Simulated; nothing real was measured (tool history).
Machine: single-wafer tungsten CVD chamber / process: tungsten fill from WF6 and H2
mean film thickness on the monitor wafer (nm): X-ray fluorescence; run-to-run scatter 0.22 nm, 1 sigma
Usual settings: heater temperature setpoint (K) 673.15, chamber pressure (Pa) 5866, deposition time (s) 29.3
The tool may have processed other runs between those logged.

run	hour	heater temperature setpoint (K)	chamber pressure (Pa)	deposition time (s)	read-back reference wafer on the same gauge, thickness_nm	mean film thickness on the monitor wafer (nm)
1	0	673.15	5866	30.6	85.984	96.592
2	32.2	673.15	5866	30.6	85.999	96.104
3	107	673.15	5866	29.3	85.999	91.937
# hour 142.8: capacitance manometer re-zeroed and calibrated
4	143.3	673.15	5866	29.3	85.961	96.111
5	154.3	673.15	5866	29.3	86.035	96.593
6	182.8	673.15	6346	29.3	86.03	100.212
7	199.3	673.15	6346	29.3	86.018	99.795
8	213.8	673.15	5866	29.3	86.057	95.829
9	248.9	677.15	5866	29.3	86.031	104.51
10	274.5	673.15	5866	25.7	86.033	83.998
# hour 289.4: thermocouple changed; heater temperature recalibrated
# hour 291.7: gauge calibrated
11	299.4	665.15	5120	29.3	86.058	81.274
12	332.8	673.15	5866	29.3	85.96	103.595
# hour 348.6: showerhead replaced
13	349.5	673.15	5866	29.3	86.037	103.586
14	372	673.15	6293	24.1	86.03	87.664
15	394.9	677.15	6506	29.3	86.002	117.747
16	416.4	680.15	6573	33.2	85.97	142.115
17	435.9	666.15	6719	24.5	85.974	78.91
18	455.8	684.15	6866	27.8	86.043	130.669

3 ways to go on from here, each from the tool as it stands after run 18. What would each give?
A	456.2	673.15	6706	29.3	?	?
B	456.2	664.15	6279	29.3	?	?
C	456.2	665.15	6386	24	?	?

run	read-back reference wafer on the same gauge, thickness_nm	mean film thickness on the monitor wafer (nm)
A	85.961	109.443
B	85.961	87.132
C	85.961	73.553
Stripped of hidden state, with their random variation kept, the same runs would have yielded:
run	mean film thickness on the monitor wafer (nm)
A	111.179
B	88.57
C	74.744
